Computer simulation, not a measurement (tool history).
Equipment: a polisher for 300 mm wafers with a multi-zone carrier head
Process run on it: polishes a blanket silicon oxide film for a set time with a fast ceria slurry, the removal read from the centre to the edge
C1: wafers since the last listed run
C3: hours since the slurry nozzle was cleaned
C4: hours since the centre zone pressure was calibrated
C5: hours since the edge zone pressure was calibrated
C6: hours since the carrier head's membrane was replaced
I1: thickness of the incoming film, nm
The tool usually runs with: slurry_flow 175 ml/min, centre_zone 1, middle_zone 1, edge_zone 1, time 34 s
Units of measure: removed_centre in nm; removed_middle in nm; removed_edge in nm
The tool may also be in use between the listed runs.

{"run": 1, "hour": 0.0, "slurry_flow": 175, "centre_zone": 1, "middle_zone": 0.94, "edge_zone": 1, "time": 34, "C1": 0, "wafers polished on this pad": 1788, "C3": 68.8, "C4": 908.8, "C5": 28.4, "C6": 46.1, "I1": 1558.6, "removed_centre": 615, "removed_middle": 606.9, "removed_edge": 622}
{"hour": 8.4, "done": "centre zone pressure recalibrated"}
{"run": 2, "hour": 36.2, "slurry_flow": 175, "centre_zone": 1, "middle_zone": 0.94, "edge_zone": 1, "time": 34, "C1": 383, "wafers polished on this pad": 2172, "C3": 105, "C4": 27.8, "C5": 64.6, "C6": 82.3, "I1": 1593.1, "removed_centre": 605.9, "removed_middle": 597.8, "removed_edge": 621.3}
{"run": 3, "hour": 90.8, "slurry_flow": 155, "centre_zone": 1, "middle_zone": 1, "edge_zone": 1, "time": 34, "C1": 612, "wafers polished on this pad": 2784, "C3": 159.6, "C4": 82.4, "C5": 119.2, "C6": 136.9, "I1": 1586.2, "removed_centre": 585, "removed_middle": 606.9, "removed_edge": 603.7}
{"run": 4, "hour": 191.7, "slurry_flow": 220, "centre_zone": 1, "middle_zone": 1, "edge_zone": 1, "time": 34, "C1": 1131, "wafers polished on this pad": 3916, "C3": 260.5, "C4": 183.3, "C5": 220.1, "C6": 237.8, "I1": 1559.8, "removed_centre": 604.1, "removed_middle": 639.3, "removed_edge": 621.9}
{"run": 5, "hour": 290.8, "slurry_flow": 175, "centre_zone": 1.09, "middle_zone": 1, "edge_zone": 1, "time": 34, "C1": 1111, "wafers polished on this pad": 5027, "C3": 359.6, "C4": 282.4, "C5": 319.2, "C6": 336.9, "I1": 1577.7, "removed_centre": 622.2, "removed_middle": 608, "removed_edge": 600.9}
{"hour": 382.3, "done": "worn pad replaced by a new one"}
{"run": 6, "hour": 388.5, "slurry_flow": 120, "centre_zone": 1, "middle_zone": 0.91, "edge_zone": 1, "time": 38, "C1": 1050, "wafers polished on this pad": 69, "C3": 457.3, "C4": 380.1, "C5": 416.9, "C6": 434.6, "I1": 1574.4, "removed_centre": 571.8, "removed_middle": 572.1, "removed_edge": 631.1}
{"hour": 422.7, "done": "slurry nozzle cleaned"}
{"run": 7, "hour": 484.8, "slurry_flow": 130, "centre_zone": 1, "middle_zone": 1, "edge_zone": 1, "time": 34, "C1": 1068, "wafers polished on this pad": 1138, "C3": 62.1, "C4": 476.4, "C5": 513.2, "C6": 530.9, "I1": 1582.4, "removed_centre": 571, "removed_middle": 599, "removed_edge": 597.4}
{"run": 8, "hour": 543.5, "slurry_flow": 215, "centre_zone": 1, "middle_zone": 1.04, "edge_zone": 0.92, "time": 38, "C1": 658, "wafers polished on this pad": 1796, "C3": 120.8, "C4": 535.1, "C5": 571.9, "C6": 589.6, "I1": 1562.9, "removed_centre": 720, "removed_middle": 740.5, "removed_edge": 673}
{"run": 9, "hour": 597.9, "slurry_flow": 135, "centre_zone": 1, "middle_zone": 0.96, "edge_zone": 0.93, "time": 26, "C1": 610, "wafers polished on this pad": 2406, "C3": 175.2, "C4": 589.5, "C5": 626.3, "C6": 644, "I1": 1578.9, "removed_centre": 427.9, "removed_middle": 433.1, "removed_edge": 432.1}
{"run": 10, "hour": 648.3, "slurry_flow": 230, "centre_zone": 1, "middle_zone": 1, "edge_zone": 0.95, "time": 34, "C1": 565, "wafers polished on this pad": 2972, "C3": 225.6, "C4": 639.9, "C5": 676.7, "C6": 694.4, "I1": 1552.7, "removed_centre": 597.8, "removed_middle": 641.9, "removed_edge": 605.4}
{"run": 11, "hour": 723.7, "slurry_flow": 175, "centre_zone": 1, "middle_zone": 1, "edge_zone": 1, "time": 34, "C1": 845, "wafers polished on this pad": 3817, "C3": 301, "C4": 715.3, "C5": 752.1, "C6": 769.8, "I1": 1592.6, "removed_centre": 577.9, "removed_middle": 607.3, "removed_edge": 603.7}
{"run": 12, "hour": 810.0, "slurry_flow": 175, "centre_zone": 1.06, "middle_zone": 1, "edge_zone": 1, "time": 44, "C1": 967, "wafers polished on this pad": 4785, "C3": 387.3, "C4": 801.6, "C5": 838.4, "C6": 856.1, "I1": 1551, "removed_centre": 770.4, "removed_middle": 777.4, "removed_edge": 766.8}
{"hour": 854.8, "done": "edge zone pressure recalibrated"}
{"hour": 882.5, "done": "worn pad replaced by a new one"}
{"hour": 911.5, "done": "centre zone pressure recalibrated"}
{"run": 13, "hour": 916.1, "slurry_flow": 175, "centre_zone": 1, "middle_zone": 1, "edge_zone": 0.91, "time": 34, "C1": 1100, "wafers polished on this pad": 354, "C3": 493.4, "C4": 4.6, "C5": 61.3, "C6": 962.2, "I1": 1571.5, "removed_centre": 558.9, "removed_middle": 591.5, "removed_edge": 556.7}
{"run": 14, "hour": 994.2, "slurry_flow": 175, "centre_zone": 0.92, "middle_zone": 1, "edge_zone": 1, "time": 28, "C1": 875, "wafers polished on this pad": 1230, "C3": 571.5, "C4": 82.7, "C5": 139.4, "C6": 1040.3, "I1": 1574.2, "removed_centre": 439.1, "removed_middle": 492.9, "removed_edge": 486.1}
{"hour": 1003.5, "done": "slurry nozzle cleaned"}
{"run": 15, "hour": 1094.9, "slurry_flow": 175, "centre_zone": 1, "middle_zone": 0.96, "edge_zone": 1, "time": 26, "C1": 1118, "wafers polished on this pad": 2348, "C3": 91.4, "C4": 183.4, "C5": 240.1, "C6": 1141, "I1": 1577.5, "removed_centre": 470.1, "removed_middle": 466.1, "removed_edge": 471.5}
{"run": 16, "hour": 1131.2, "slurry_flow": 175, "centre_zone": 1, "middle_zone": 0.91, "edge_zone": 0.9, "time": 34, "C1": 407, "wafers polished on this pad": 2755, "C3": 127.7, "C4": 219.7, "C5": 276.4, "C6": 1177.3, "I1": 1572.4, "removed_centre": 606.6, "removed_middle": 583.9, "removed_edge": 582.8}
{"run": 17, "hour": 1237.2, "slurry_flow": 235, "centre_zone": 1, "middle_zone": 1, "edge_zone": 1, "time": 34, "C1": 1188, "wafers polished on this pad": 3944, "C3": 233.7, "C4": 325.7, "C5": 382.4, "C6": 1283.3, "I1": 1561.9, "removed_centre": 625.8, "removed_middle": 647.2, "removed_edge": 622.9}
{"run": 18, "hour": 1301.6, "slurry_flow": 175, "centre_zone": 1, "middle_zone": 0.9, "edge_zone": 1, "time": 43, "C1": 722, "wafers polished on this pad": 4666, "C3": 298.1, "C4": 390.1, "C5": 446.8, "C6": 1347.7, "I1": 1549.8, "removed_centre": 743.4, "removed_middle": 696.2, "removed_edge": 760.7}
{"run": 19, "hour": 1377.4, "slurry_flow": 220, "centre_zone": 1, "middle_zone": 1, "edge_zone": 1, "time": 34, "C1": 850, "wafers polished on this pad": 5516, "C3": 373.9, "C4": 465.9, "C5": 522.6, "C6": 1423.5, "I1": 1551.5, "removed_centre": 597.4, "removed_middle": 634.6, "removed_edge": 605.7}
{"run": 20, "hour": 1419.1, "slurry_flow": 130, "centre_zone": 0.91, "middle_zone": 0.91, "edge_zone": 1, "time": 45, "C1": 467, "wafers polished on this pad": 5984, "C3": 415.6, "C4": 507.6, "C5": 564.3, "C6": 1465.2, "I1": 1567.6, "removed_centre": 662.4, "removed_middle": 694.3, "removed_edge": 758.3}
{"hour": 1433.0, "done": "worn pad replaced by a new one"}
{"run": 21, "hour": 1491.8, "slurry_flow": 160, "centre_zone": 1, "middle_zone": 1.09, "edge_zone": 1, "time": 26, "C1": 770, "wafers polished on this pad": 659, "C3": 488.3, "C4": 580.3, "C5": 637, "C6": 1537.9, "I1": 1541, "removed_centre": 429, "removed_middle": 484.7, "removed_edge": 445.8}
{"run": 22, "hour": 1539.2, "slurry_flow": 160, "centre_zone": 1, "middle_zone": 1, "edge_zone": 1.05, "time": 34, "C1": 531, "wafers polished on this pad": 1191, "C3": 535.7, "C4": 627.7, "C5": 684.4, "C6": 1585.3, "I1": 1568.6, "removed_centre": 558.4, "removed_middle": 586.2, "removed_edge": 600}

Alternative continuations, all from the tool just after run 22; predict every row:
{"run": "A", "hour": 1539.6, "slurry_flow": 175, "centre_zone": 1, "middle_zone": 1, "edge_zone": 1, "time": 34, "C1": 4, "wafers polished on this pad": 1195, "C3": 536.1, "C4": 628.1, "C5": 684.8, "C6": 1585.7, "I1": 1565.3, "removed_centre": "?", "removed_middle": "?", "removed_edge": "?"}
{"run": "B", "hour": 1539.6, "slurry_flow": 175, "centre_zone": 0.89, "middle_zone": 1.11, "edge_zone": 1.12, "time": 40, "C1": 4, "wafers polished on this pad": 1195, "C3": 536.1, "C4": 628.1, "C5": 684.8, "C6": 1585.7, "I1": 1565.3, "removed_centre": "?", "removed_middle": "?", "removed_edge": "?"}
{"run": "C", "hour": 1539.6, "slurry_flow": 135, "centre_zone": 1, "middle_zone": 1, "edge_zone": 1.11, "time": 23, "C1": 4, "wafers polished on this pad": 1195, "C3": 536.1, "C4": 628.1, "C5": 684.8, "C6": 1585.7, "I1": 1565.3, "removed_centre": "?", "removed_middle": "?", "removed_edge": "?"}
{"run": "D", "hour": 1539.6, "slurry_flow": 175, "centre_zone": 1, "middle_zone": 1, "edge_zone": 1.04, "time": 31, "C1": 4, "wafers polished on this pad": 1195, "C3": 536.1, "C4": 628.1, "C5": 684.8, "C6": 1585.7, "I1": 1565.3, "removed_centre": "?", "removed_middle": "?", "removed_edge": "?"}

run=A removed_centre=571.4 removed_middle=601.9 removed_edge=591.2
run=B removed_centre=613.1 removed_middle=774.1 removed_edge=734.7
run=C removed_centre=361.9 removed_middle=384.5 removed_edge=405.1
run=D removed_centre=521 removed_middle=548.8 removed_edge=549.5
The same runs, with their run-to-run variation unchanged, on a tool lacking any hidden condition would have given:
run=A removed_centre=627.7 removed_middle=653.8 removed_edge=627
run=B removed_centre=673.5 removed_middle=840.9 removed_edge=779.2
run=C removed_centre=406.5 removed_middle=425.5 removed_edge=434.4
run=D removed_centre=572.3 removed_middle=596.1 removed_edge=582.7
